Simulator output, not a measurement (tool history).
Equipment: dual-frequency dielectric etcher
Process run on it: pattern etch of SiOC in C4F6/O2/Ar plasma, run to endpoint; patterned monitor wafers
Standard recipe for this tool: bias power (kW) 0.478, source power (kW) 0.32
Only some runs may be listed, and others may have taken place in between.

run	day	bias power (kW)	source power (kW)	wafers since the last listed run	hours since the last wet clean	hours since the last bias power generator calibration	hours since the last source power generator calibration	hours since the last upper electrode change	incoming incoming film thickness, nm	endpoint time (s)
1	0	0.528	0.3	0	239.8	4041	1932.3	4166.9	33.56	13.7
2	0.504	0.528	0.3	189	251.9	4053.1	1944.4	4179	33.37	13.7
3	0.833	0.528	0.3	123	259.8	4061	1952.3	4186.9	33.33	13.6
4	1.429	0.478	0.32	223	274.1	4075.3	1966.6	4201.2	33.52	13.8
5	1.867	0.478	0.32	164	284.6	4085.8	1977.1	4211.7	33.41	13.8
6	2.146	0.478	0.32	104	291.3	4092.5	1983.8	4218.4	33.33	13.8
7	2.45	0.478	0.32	114	298.6	4099.8	1991.1	4225.7	33.87	14.1
8	2.975	0.478	0.32	197	311.2	4112.4	2003.7	4238.3	33.71	14
9	3.717	0.478	0.32	278	329	4130.2	2021.5	4256.1	33.72	14
10	4.046	0.478	0.32	123	336.9	4138.1	2029.4	4264	33.63	14
11	4.425	0.478	0.32	142	346	4147.2	2038.5	4273.1	33.6	14
# day 4.858: bias power generator calibrated
# day 5.738: upper electrode replaced
# day 6.596: wet clean of the chamber
# day 6.762: source power generator calibrated
12	6.783	0.478	0.32	107	4.5	46.2	0.5	25.1	33.53	13.5
13	6.8	0.433	0.4	6	4.9	46.6	0.9	25.5	33.76	13
14	6.812	0.591	0.25	4	5.2	46.9	1.2	25.8	33.53	13.7
15	6.825	0.413	0.32	4	5.5	47.2	1.5	26.1	33.33	14.1
16	6.838	0.478	0.32	4	5.8	47.5	1.8	26.4	33.5	13.5
17	6.85	0.422	0.28	4	6.1	47.8	2.1	26.7	33.53	14.7
18	7.467	0.478	0.32	231	20.9	62.6	16.9	41.5	33.21	13.3
19	7.762	0.557	0.27	111	28	69.7	24	48.6	33.17	13.5
20	8.071	0.478	0.28	115	35.4	77.1	31.4	56	33.63	14.3
21	8.467	0.422	0.28	148	44.9	86.6	40.9	65.5	33.59	14.8
22	8.883	0.478	0.32	156	54.9	96.6	50.9	75.5	33.84	13.7
23	9.142	0.478	0.36	97	61.1	102.8	57.1	81.7	33.28	12.9
24	9.646	0.478	0.32	189	73.2	114.9	69.2	93.8	33.54	13.6
25	9.975	0.395	0.4	123	81.1	122.8	77.1	101.7	33.76	13.4

Alternative continuations, all from the tool just after run 25; predict every row:
A	9.992	0.478	0.32	6	81.5	123.2	77.5	102.1	33.84	?
B	9.992	0.59	0.32	6	81.5	123.2	77.5	102.1	33.84	?
C	9.992	0.43	0.25	6	81.5	123.2	77.5	102.1	33.84	?

run	endpoint time (s)
A	13.7
B	12.8
C	15.5
With no hidden state in the tool, these same runs would have given:
run	endpoint time (s)
A	13.7
B	12.8
C	15.6
